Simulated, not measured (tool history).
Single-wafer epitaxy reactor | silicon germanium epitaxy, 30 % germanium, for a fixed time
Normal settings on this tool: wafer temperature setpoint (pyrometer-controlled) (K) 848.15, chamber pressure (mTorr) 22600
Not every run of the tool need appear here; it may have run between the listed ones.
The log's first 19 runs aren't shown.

| run | hour | wafer temperature setpoint (pyrometer-controlled) (K) | chamber pressure (mTorr) | wafers since the last listed run | hours since the last pyrometer calibration | hours since the last manometer calibration | hours since the showerhead was replaced | hours since the gauge calibration | read-back reference wafer on the same gauge, thickness_nm | mean film thickness on the monitor wafer (nm) |
|---|---|---|---|---|---|---|---|---|---|---|
| 20 | 1194.0 | 848.15 | 22600 | 1313 | 343.7 | 2540.2 | 781.7 | 63.3 | 42.498 | 37.194 |
|  | 1205.7 | capacitance manometer re-zeroed and calibrated |
| 21 | 1263.6 | 848.15 | 20800 | 1481 | 413.3 | 57.9 | 851.3 | 132.9 | 42.335 | 35.884 |
| 22 | 1297.9 | 854.15 | 25800 | 824 | 447.6 | 92.2 | 885.6 | 167.2 | 42.354 | 43.327 |
| 23 | 1343.2 | 848.15 | 22600 | 1089 | 492.9 | 137.5 | 930.9 | 212.5 | 42.295 | 36.879 |
| 24 | 1376.7 | 848.15 | 22600 | 805 | 526.4 | 171.0 | 964.4 | 246.0 | 42.264 | 37.089 |
| 25 | 1442.1 | 839.15 | 26200 | 1572 | 591.8 | 236.4 | 1029.8 | 311.4 | 42.187 | 33.199 |
| 26 | 1493.6 | 840.15 | 17500 | 1238 | 643.3 | 287.9 | 1081.3 | 362.9 | 42.197 | 29.400 |
| 27 | 1560.2 | 848.15 | 22600 | 1601 | 709.9 | 354.5 | 1147.9 | 429.5 | 42.144 | 36.854 |
| 28 | 1617.6 | 843.15 | 22600 | 1380 | 767.3 | 411.9 | 1205.3 | 486.9 | 42.107 | 33.869 |
| 29 | 1668.3 | 858.15 | 20300 | 1219 | 818.0 | 462.6 | 1256.0 | 537.6 | 42.061 | 42.363 |
| 30 | 1728.4 | 836.15 | 17600 | 1445 | 878.1 | 522.7 | 1316.1 | 597.7 | 42.101 | 26.970 |
| 31 | 1779.8 | 848.15 | 20800 | 1236 | 929.5 | 574.1 | 1367.5 | 649.1 | 41.959 | 35.770 |
| 32 | 1994.7 | 848.15 | 22600 | 5168 | 1144.4 | 789.0 | 1582.4 | 864.0 | 41.820 | 36.569 |
| 33 | 2059.1 | 857.15 | 22600 | 1548 | 1208.8 | 853.4 | 1646.8 | 928.4 | 41.821 | 43.079 |
| 34 | 2084.4 | 848.15 | 22600 | 608 | 1234.1 | 878.7 | 1672.1 | 953.7 | 41.786 | 36.336 |
| 35 | 2117.5 | 835.15 | 17900 | 796 | 1267.2 | 911.8 | 1705.2 | 986.8 | 41.655 | 26.624 |

Here are 4 independent what-if runs from the current tool condition. What would each one return?
| A | 2117.9 | 855.15 | 22600 | 9 | 1267.6 | 912.2 | 1705.6 | 987.2 | ? | ? |
| B | 2117.9 | 848.15 | 24200 | 9 | 1267.6 | 912.2 | 1705.6 | 987.2 | ? | ? |
| C | 2117.9 | 859.15 | 17400 | 9 | 1267.6 | 912.2 | 1705.6 | 987.2 | ? | ? |
| D | 2117.9 | 852.15 | 18500 | 9 | 1267.6 | 912.2 | 1705.6 | 987.2 | ? | ? |

| run | read-back reference wafer on the same gauge, thickness_nm | mean film thickness on the monitor wafer (nm) |
|---|---|---|
| A | 41.776 | 41.114 |
| B | 41.776 | 37.177 |
| C | 41.776 | 40.487 |
| D | 41.776 | 36.527 |
Stripped of hidden state, with their random variation kept, the same runs would have yielded:
| run | mean film thickness on the monitor wafer (nm) |
|---|---|
| A | 41.866 |
| B | 37.857 |
| C | 41.228 |
| D | 37.195 |
